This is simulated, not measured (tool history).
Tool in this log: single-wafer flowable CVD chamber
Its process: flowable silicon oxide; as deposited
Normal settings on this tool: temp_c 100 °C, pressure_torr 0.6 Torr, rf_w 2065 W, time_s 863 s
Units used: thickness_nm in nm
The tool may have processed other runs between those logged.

run   hour  temp_c  pressure_torr  rf_w  time_s  wafers since the last listed run  hours since the last thermocouple change  hours since the last RF generator calibration  hours since the last manometer calibration  hours since the showerhead was replaced  hours since the gauge calibration  read-back reference wafer on the same gauge, thickness_nm  thickness_nm
  1      0     100            0.6  2065     863                                 0                                    1818.1                                         2238.7                                      1892.6                                   7360.9                              219.3                                                    387.894       330.251
  2   25.9     100            0.6  2065     863                                55                                      1844                                         2264.6                                      1918.5                                   7386.8                              245.2                                                    388.036       328.574
  3   58.9     106            0.6  2065     989                                70                                      1877                                         2297.6                                      1951.5                                   7419.8                              278.2                                                    388.093       309.888
  4   92.5     106            0.6  2065     989                                72                                    1910.6                                         2331.2                                      1985.1                                   7453.4                              311.8                                                    387.865       307.535
  5  117.3      91            0.6  1930     863                                53                                    1935.4                                           2356                                      2009.9                                   7478.2                              336.6                                                    388.219       438.757
  6  150.3     100          0.644  2215     863                                70                                    1968.4                                           2389                                      2042.9                                   7511.2                              369.6                                                    388.036        355.73
  7    172     100          0.644  2215     863                                46                                    1990.1                                         2410.7                                      2064.6                                   7532.9                              391.3                                                    388.238       355.015
  8  187.4     100            0.6  2065     863                                33                                    2005.5                                         2426.1                                        2080                                   7548.3                              406.7                                                    388.012       327.234
     217.9  -- capacitance manometer re-zeroed and calibrated
  9  218.4     100            0.6  2065     863                                49                                    2036.5                                         2457.1                                         0.5                                   7579.3                              437.7                                                    387.799       326.902
 10  238.9     100            0.6  2065     863                                44                                      2057                                         2477.6                                          21                                   7599.8                              458.2                                                     387.71       325.436
 11  268.4     100            0.6  2065     863                                63                                    2086.5                                         2507.1                                        50.5                                   7629.3                              487.7                                                    388.098       325.956
 12  285.9     100            0.6  2065     863                                37                                      2104                                         2524.6                                          68                                   7646.8                              505.2                                                    387.596       326.669
     305.6  -- RF generator calibrated
 13  322.1     100            0.6  2065     823                                60                                    2140.2                                           16.5                                       104.2                                     7683                              541.4                                                    388.459       310.823
 14  344.2     100          0.735  2065     863                                47                                    2162.3                                           38.6                                       126.3                                   7705.1                              563.5                                                    387.822       393.812
 15    372     100          0.717  1655     863                                59                                    2190.1                                           66.4                                       154.1                                   7732.9                              591.3                                                     388.17       370.867

Predict the results of run 16:
     387.4  -- thermocouple changed; heater temperature recalibrated
 16  387.9     100          0.472  1835     928                                16                                       0.5                                           82.3                                         170                                   7748.8                              607.2                                                          ?             ?

read-back reference wafer on the same gauge, thickness_nm: 387.751
thickness_nm: 249.326 nm
With the hidden condition absent and the run-to-run variation left alone, this run would have shown thickness_nm 319.002 nm.
